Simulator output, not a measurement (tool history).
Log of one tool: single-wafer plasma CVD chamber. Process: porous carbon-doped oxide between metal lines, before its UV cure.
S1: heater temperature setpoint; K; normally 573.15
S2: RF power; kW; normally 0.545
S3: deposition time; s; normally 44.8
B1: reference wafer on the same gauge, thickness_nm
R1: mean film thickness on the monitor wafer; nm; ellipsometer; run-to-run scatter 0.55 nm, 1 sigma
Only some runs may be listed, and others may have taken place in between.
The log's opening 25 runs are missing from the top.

run	hour	S1	S2	S3	B1	R1
26	1312.8	573.15	0.545	44.8	279.869	252.482
27	1373.2	584.15	0.475	53	280.025	257.947
28	1424.1	573.15	0.545	41.9	280.016	235.087
29	1450.4	560.15	0.44	50.5	280.005	274.473
30	1492.1	573.15	0.545	44.8	280.15	251.917
31	1520.3	565.15	0.63	48.1	280.101	309.142
32	1545.2	573.15	0.59	44.8	279.995	263.254
33	1729	581.15	0.595	41.6	280.058	234.239
34	1794.9	573.15	0.545	44.8	280.034	251.581

Below are 4 alternative next runs, each starting from the tool's condition after run 34. Predict each:
A	1795.3	573.15	0.545	44.8	?	?
B	1795.3	585.15	0.545	53	?	?
C	1795.3	583.15	0.635	50.3	?	?
D	1795.3	578.15	0.58	36.8	?	?

run	B1	R1
A	280.107	253.002
B	280.107	276.993
C	280.107	290.512
D	280.107	209.623
Had the tool no hidden state, the same runs would have come out as:
run	R1
A	256.875
B	281.042
C	294.744
D	212.767
